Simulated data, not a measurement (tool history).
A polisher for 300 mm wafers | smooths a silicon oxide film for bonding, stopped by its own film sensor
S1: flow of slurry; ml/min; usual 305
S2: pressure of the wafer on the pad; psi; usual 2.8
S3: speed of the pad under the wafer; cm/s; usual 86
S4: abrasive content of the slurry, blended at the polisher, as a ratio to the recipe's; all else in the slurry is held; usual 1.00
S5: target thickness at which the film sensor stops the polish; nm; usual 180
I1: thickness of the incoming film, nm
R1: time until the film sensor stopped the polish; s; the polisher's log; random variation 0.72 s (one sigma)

run	hour	S1	S2	S3	S4	S5	I1	R1
1	0.0	305	2.8	86	1.00	180	231.4	66.7
2	22.6	305	2.8	86	1.00	180	232.8	68.9
3	45.4	360	2.8	86	1.00	180	228.9	62.4
4	66.9	360	2.8	86	1.00	180	233.0	70.9
5	92.3	305	2.8	86	1.00	180	228.0	63.0
# hour 103.5: worn pad replaced by a new one
6	117.6	305	2.8	86	1.00	180	229.5	66.1
7	148.9	305	2.8	86	1.00	180	229.4	65.3
8	184.5	305	3.3	86	1.00	180	225.6	51.7
# hour 199.0: slurry blender recalibrated
9	206.3	305	3.3	86	1.00	180	231.2	62.7
# hour 215.4: slurry nozzle cleaned
10	221.1	305	3.3	86	1.00	186	231.1	53.4
# hour 230.4: worn pad replaced by a new one
11	247.4	305	3.3	86	1.00	186	230.6	54.0
12	281.3	225	2.8	86	0.80	180	229.7	77.0
13	308.5	345	2.8	86	1.00	164	232.1	97.9
# hour 312.1: slurry blender recalibrated, repeated, since the last time left the tool worse
14	328.6	205	2.3	86	1.00	196	226.0	48.2
# hour 334.4: head pressure recalibrated
15	362.1	305	2.8	86	1.00	180	231.7	67.4
# hour 366.4: worn pad replaced by a new one
16	384.4	405	2.5	62	1.00	175	229.3	90.8
17	408.0	305	2.8	86	1.00	180	225.9	60.3
18	440.0	305	2.8	86	1.00	180	231.5	68.3
19	474.5	350	2.8	86	1.00	180	230.3	65.6
# hour 489.4: worn pad replaced by a new one
20	504.8	350	2.8	86	1.00	180	227.4	61.8
21	532.3	235	2.8	86	0.70	180	228.1	70.5
22	564.7	305	2.1	110	1.00	197	232.3	55.5
23	583.6	305	2.8	58	1.20	175	234.4	91.3
# hour 598.8: slurry blender recalibrated
24	606.5	305	3.3	86	1.00	180	231.4	57.0
# hour 622.1: worn pad replaced by a new one
25	629.3	305	2.8	68	1.15	180	226.8	65.1

4 ways to go on from here, each from the tool as it stands after run 25. What would each give?
A	629.7	305	2.8	86	1.00	180	226.1	?
B	629.7	390	2.8	72	0.75	195	226.1	?
C	629.7	305	2.8	66	1.00	180	226.1	?
D	629.7	360	2.8	86	1.00	196	226.1	?

run	R1
A	58.3
B	44.8
C	65.7
D	37.6
Without the tool's hidden state the same runs would have given:
run	R1
A	57.9
B	44.4
C	65.3
D	37.4

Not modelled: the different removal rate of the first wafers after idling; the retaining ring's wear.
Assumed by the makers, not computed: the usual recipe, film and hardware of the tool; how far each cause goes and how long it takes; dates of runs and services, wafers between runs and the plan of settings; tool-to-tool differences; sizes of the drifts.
